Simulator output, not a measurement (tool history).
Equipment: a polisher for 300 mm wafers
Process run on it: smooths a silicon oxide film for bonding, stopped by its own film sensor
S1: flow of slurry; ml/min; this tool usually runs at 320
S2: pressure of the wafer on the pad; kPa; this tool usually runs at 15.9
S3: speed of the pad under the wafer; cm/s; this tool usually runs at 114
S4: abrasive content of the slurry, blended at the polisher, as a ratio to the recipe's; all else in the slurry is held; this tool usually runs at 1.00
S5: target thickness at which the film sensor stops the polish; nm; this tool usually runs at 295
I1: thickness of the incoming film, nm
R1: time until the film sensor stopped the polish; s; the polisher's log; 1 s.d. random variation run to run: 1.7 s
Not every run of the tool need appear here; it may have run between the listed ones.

{"run": 1, "day": 0.0, "S1": 320, "S2": 15.9, "S3": 114, "S4": 1.0, "S5": 295, "I1": 381.3, "R1": 112.1}
{"day": 0.088, "done": "worn pad replaced by a new one"}
{"run": 2, "day": 1.542, "S1": 320, "S2": 15.9, "S3": 114, "S4": 1.0, "S5": 295, "I1": 378.2, "R1": 96.4}
{"run": 3, "day": 3.592, "S1": 320, "S2": 15.9, "S3": 114, "S4": 1.0, "S5": 295, "I1": 382.1, "R1": 104.2}
{"run": 4, "day": 4.596, "S1": 320, "S2": 15.9, "S3": 114, "S4": 1.0, "S5": 295, "I1": 378.1, "R1": 99.2}
{"day": 6.25, "done": "slurry blender recalibrated"}
{"day": 6.542, "done": "slurry nozzle cleaned"}
{"run": 5, "day": 9.896, "S1": 320, "S2": 15.9, "S3": 114, "S4": 1.0, "S5": 295, "I1": 384.4, "R1": 112.2}
{"run": 6, "day": 12.208, "S1": 320, "S2": 15.9, "S3": 114, "S4": 1.0, "S5": 295, "I1": 381.2, "R1": 109.5}
{"day": 13.262, "done": "worn pad replaced by a new one"}
{"run": 7, "day": 14.308, "S1": 320, "S2": 15.9, "S3": 114, "S4": 1.0, "S5": 295, "I1": 380.8, "R1": 98.4}
{"day": 18.592, "done": "slurry nozzle cleaned"}
{"run": 8, "day": 18.825, "S1": 255, "S2": 15.9, "S3": 114, "S4": 1.0, "S5": 295, "I1": 376.8, "R1": 95.0}
{"run": 9, "day": 20.212, "S1": 255, "S2": 15.9, "S3": 114, "S4": 1.0, "S5": 295, "I1": 380.2, "R1": 100.6}
{"day": 20.321, "done": "slurry blender recalibrated"}
{"run": 10, "day": 22.504, "S1": 320, "S2": 15.9, "S3": 114, "S4": 0.95, "S5": 295, "I1": 375.8, "R1": 99.0}
{"run": 11, "day": 24.971, "S1": 320, "S2": 15.9, "S3": 114, "S4": 0.95, "S5": 295, "I1": 386.9, "R1": 117.3}
{"day": 25.812, "done": "worn pad replaced by a new one"}
{"run": 12, "day": 26.225, "S1": 320, "S2": 15.9, "S3": 114, "S4": 1.0, "S5": 295, "I1": 386.0, "R1": 103.7}
{"run": 13, "day": 28.65, "S1": 320, "S2": 15.9, "S3": 114, "S4": 1.0, "S5": 295, "I1": 383.9, "R1": 98.2}
{"day": 32.238, "done": "slurry blender recalibrated"}
{"day": 32.529, "done": "slurry nozzle cleaned"}
{"run": 14, "day": 34.158, "S1": 320, "S2": 15.9, "S3": 114, "S4": 1.0, "S5": 295, "I1": 381.9, "R1": 100.2}
{"run": 15, "day": 35.775, "S1": 370, "S2": 20.0, "S3": 144, "S4": 1.0, "S5": 295, "I1": 384.9, "R1": 71.9}
{"run": 16, "day": 37.25, "S1": 320, "S2": 13.1, "S3": 114, "S4": 1.3, "S5": 295, "I1": 377.8, "R1": 103.1}
{"run": 17, "day": 39.729, "S1": 320, "S2": 13.1, "S3": 114, "S4": 1.25, "S5": 295, "I1": 382.8, "R1": 112.4}
{"day": 40.092, "done": "worn pad replaced by a new one"}
{"run": 18, "day": 40.95, "S1": 320, "S2": 15.9, "S3": 100, "S4": 1.0, "S5": 295, "I1": 382.9, "R1": 103.7}
{"day": 46.121, "done": "slurry blender recalibrated"}
{"day": 48.008, "done": "slurry nozzle cleaned"}
{"day": 48.621, "done": "head pressure recalibrated"}
{"run": 19, "day": 48.646, "S1": 320, "S2": 15.9, "S3": 76, "S4": 1.0, "S5": 316, "I1": 377.5, "R1": 98.2}
{"run": 20, "day": 49.892, "S1": 320, "S2": 11.7, "S3": 152, "S4": 1.0, "S5": 308, "I1": 388.2, "R1": 117.6}
{"run": 21, "day": 50.938, "S1": 320, "S2": 15.9, "S3": 114, "S4": 0.95, "S5": 295, "I1": 376.8, "R1": 113.1}
{"day": 53.017, "done": "worn pad replaced by a new one"}
{"run": 22, "day": 53.725, "S1": 320, "S2": 12.4, "S3": 114, "S4": 1.0, "S5": 325, "I1": 379.5, "R1": 85.8}
{"run": 23, "day": 56.6, "S1": 320, "S2": 19.3, "S3": 114, "S4": 1.0, "S5": 295, "I1": 384.1, "R1": 86.3}
{"run": 24, "day": 58.171, "S1": 415, "S2": 15.9, "S3": 114, "S4": 1.2, "S5": 295, "I1": 388.0, "R1": 98.9}
{"day": 59.304, "done": "slurry blender recalibrated"}
{"run": 25, "day": 60.662, "S1": 320, "S2": 15.9, "S3": 114, "S4": 1.0, "S5": 295, "I1": 383.4, "R1": 108.3}
{"day": 61.075, "done": "slurry nozzle cleaned"}
{"run": 26, "day": 62.125, "S1": 320, "S2": 11.7, "S3": 152, "S4": 1.0, "S5": 308, "I1": 381.8, "R1": 106.9}
{"run": 27, "day": 64.188, "S1": 320, "S2": 14.5, "S3": 76, "S4": 1.0, "S5": 308, "I1": 376.1, "R1": 120.1}
{"run": 28, "day": 65.412, "S1": 210, "S2": 15.9, "S3": 148, "S4": 1.15, "S5": 317, "I1": 382.0, "R1": 67.2}
{"day": 66.85, "done": "worn pad replaced by a new one"}
{"run": 29, "day": 68.388, "S1": 320, "S2": 15.9, "S3": 114, "S4": 1.0, "S5": 295, "I1": 382.0, "R1": 99.9}

Difference, measured minus no-hidden-state, one row per run. Run-to-run variation is common to both terms; the gauge's own scatter need not be:
Hidden conditions of the tool in this case: removal rate lost through wear of the pad, %; slurry flow missing at the pad, %; deviation of the head's pressure from its setpoint, %; abrasive missing from the slurry, %.
run=1 R1=+6.3
run=2 R1=-3.8
run=3 R1=-3.9
run=4 R1=-3.4
run=5 R1=+0.8
run=6 R1=+4.1
run=7 R1=-7.1
run=8 R1=-5.8
run=9 R1=-5.2
run=10 R1=-2.9
run=11 R1=+0.2
run=12 R1=-10.7
run=13 R1=-10.1
run=14 R1=-7.0
run=15 R1=-3.7
run=16 R1=-3.2
run=17 R1=+1.1
run=18 R1=-11.2
run=19 R1=+6.7
run=20 R1=+9.5
run=21 R1=+10.5
run=22 R1=-0.8
run=23 R1=-0.6
run=24 R1=-0.2
run=25 R1=+1.5
run=26 R1=+2.9
run=27 R1=+6.2
run=28 R1=+4.6
run=29 R1=-4.4
